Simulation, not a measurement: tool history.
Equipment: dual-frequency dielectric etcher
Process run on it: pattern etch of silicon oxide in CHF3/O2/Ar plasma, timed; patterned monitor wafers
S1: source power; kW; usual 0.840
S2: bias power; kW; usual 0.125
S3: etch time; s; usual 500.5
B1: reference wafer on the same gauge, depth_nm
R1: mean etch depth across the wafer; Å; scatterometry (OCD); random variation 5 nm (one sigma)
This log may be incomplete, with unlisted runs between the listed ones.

run 1 day=0.000 | S1=0.840 S2=0.125 S3=500.5 | B1=1012.4 | R1=10141
run 2 day=0.454 | S1=0.840 S2=0.125 S3=500.5 | B1=1012.4 | R1=10124
run 3 day=0.821 | S1=0.840 S2=0.125 S3=500.5 | B1=1011.8 | R1=10261
-- day=0.888 gauge calibrated
run 4 day=1.138 | S1=0.840 S2=0.125 S3=500.5 | B1=1008.7 | R1=10198
run 5 day=1.396 | S1=0.840 S2=0.125 S3=500.5 | B1=1008.6 | R1=10139
run 6 day=2.021 | S1=0.840 S2=0.125 S3=500.5 | B1=1010.0 | R1=10206
run 7 day=2.638 | S1=0.840 S2=0.125 S3=500.5 | B1=1013.2 | R1=10288
run 8 day=3.275 | S1=0.840 S2=0.125 S3=500.5 | B1=1010.4 | R1=10264
run 9 day=3.933 | S1=0.840 S2=0.125 S3=500.5 | B1=1011.4 | R1=10269
-- day=4.242 bias power generator calibrated
-- day=5.033 source power generator calibrated
-- day=5.038 wet clean of the chamber
run 10 day=5.058 | S1=0.840 S2=0.125 S3=500.5 | B1=1009.5 | R1=9853
run 11 day=5.079 | S1=0.740 S2=0.112 S3=368.0 | B1=1009.9 | R1=6515
run 12 day=5.317 | S1=0.840 S2=0.125 S3=500.5 | B1=1008.8 | R1=9879
-- day=6.225 gauge calibrated
-- day=6.950 upper electrode replaced
run 13 day=6.971 | S1=1.010 S2=0.125 S3=500.5 | B1=1011.4 | R1=10910
run 14 day=6.992 | S1=0.910 S2=0.117 S3=500.5 | B1=1012.2 | R1=10141
run 15 day=7.012 | S1=0.840 S2=0.140 S3=500.5 | B1=1010.9 | R1=10429
run 16 day=7.508 | S1=0.760 S2=0.125 S3=500.5 | B1=1010.9 | R1=9433
run 17 day=8.200 | S1=0.900 S2=0.125 S3=417.0 | B1=1010.3 | R1=8641
run 18 day=8.896 | S1=0.840 S2=0.125 S3=587.0 | B1=1011.9 | R1=11830

Forecast each of these 3 alternatives for the next run:
run A day=8.921 | S1=0.840 S2=0.097 S3=500.5 | B1=? | R1=?
run B day=8.921 | S1=0.950 S2=0.152 S3=424.5 | B1=? | R1=?
run C day=8.921 | S1=0.910 S2=0.156 S3=500.5 | B1=? | R1=?

run=A B1=1012.4 R1=9066
run=B B1=1012.4 R1=9722
run=C B1=1012.4 R1=11329
Stripped of hidden state, with their random variation kept, the same runs would have yielded:
run=A R1=9024
run=B R1=9677
run=C R1=11277
